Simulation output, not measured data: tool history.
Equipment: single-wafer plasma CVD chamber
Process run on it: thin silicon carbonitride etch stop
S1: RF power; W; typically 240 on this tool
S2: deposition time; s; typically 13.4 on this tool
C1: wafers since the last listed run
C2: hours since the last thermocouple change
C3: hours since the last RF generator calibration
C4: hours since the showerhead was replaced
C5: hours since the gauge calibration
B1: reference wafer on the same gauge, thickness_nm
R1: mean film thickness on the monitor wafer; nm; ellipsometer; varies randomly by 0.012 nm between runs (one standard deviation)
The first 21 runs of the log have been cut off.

run 22 day=65.004 | S1=215 S2=11 | C1=3244 C2=138.9 C3=1243.8 C4=208 C5=1229.6 | B1=8.101 | R1=6.41
-- day=66.271 RF generator calibrated
run 23 day=69.042 | S1=280 S2=14.8 | C1=3624 C2=235.8 C3=66.5 C4=304.9 C5=1326.5 | B1=8.1 | R1=9.742
run 24 day=71.383 | S1=255 S2=11.7 | C1=2290 C2=292 C3=122.7 C4=361.1 C5=1382.7 | B1=8.099 | R1=7.409
run 25 day=74.738 | S1=275 S2=15.6 | C1=3281 C2=372.5 C3=203.2 C4=441.6 C5=1463.2 | B1=8.099 | R1=10.17
run 26 day=78.575 | S1=225 S2=14.3 | C1=3754 C2=464.6 C3=295.3 C4=533.7 C5=1555.3 | B1=8.103 | R1=8.558
run 27 day=80.954 | S1=260 S2=13.4 | C1=2327 C2=521.7 C3=352.4 C4=590.8 C5=1612.4 | B1=8.102 | R1=8.496
run 28 day=82.558 | S1=240 S2=13.4 | C1=1569 C2=560.2 C3=390.9 C4=629.3 C5=1650.9 | B1=8.102 | R1=8.235
run 29 day=85.088 | S1=240 S2=14.7 | C1=2474 C2=620.9 C3=451.6 C4=690 C5=1711.6 | B1=8.098 | R1=9.042
run 30 day=88.729 | S1=240 S2=13.4 | C1=3562 C2=708.3 C3=539 C4=777.4 C5=1799 | B1=8.099 | R1=8.204
run 31 day=90.767 | S1=275 S2=15.8 | C1=1993 C2=757.2 C3=587.9 C4=826.3 C5=1847.9 | B1=8.101 | R1=10.191
run 32 day=92.792 | S1=265 S2=11.2 | C1=1981 C2=805.8 C3=636.5 C4=874.9 C5=1896.5 | B1=8.1 | R1=7.155
run 33 day=94.517 | S1=240 S2=13.4 | C1=1687 C2=847.2 C3=677.9 C4=916.3 C5=1937.9 | B1=8.101 | R1=8.215
run 34 day=98.992 | S1=205 S2=10.9 | C1=4378 C2=954.6 C3=785.3 C4=1023.7 C5=2045.3 | B1=8.099 | R1=6.257
run 35 day=101.812 | S1=280 S2=11.2 | C1=2759 C2=1022.3 C3=853 C4=1091.4 C5=2113 | B1=8.103 | R1=7.286
run 36 day=105.083 | S1=240 S2=13.4 | C1=3200 C2=1100.8 C3=931.5 C4=1169.9 C5=2191.5 | B1=8.1 | R1=8.216

Each row is a separate what-if for the run after 36, all from the same tool condition, not one after another. Results?
run A day=105.1 | S1=240 S2=14.5 | C1=16 C2=1101.2 C3=931.9 C4=1170.3 C5=2191.9 | B1=? | R1=?
run B day=105.1 | S1=215 S2=14.4 | C1=16 C2=1101.2 C3=931.9 C4=1170.3 C5=2191.9 | B1=? | R1=?
run C day=105.1 | S1=210 S2=11.4 | C1=16 C2=1101.2 C3=931.9 C4=1170.3 C5=2191.9 | B1=? | R1=?

run=A B1=8.1 R1=8.888
run=B B1=8.1 R1=8.445
run=C B1=8.1 R1=6.622
Without the tool's unlogged condition, the same runs would have read:
run=A R1=9.008
run=B R1=8.56
run=C R1=6.712
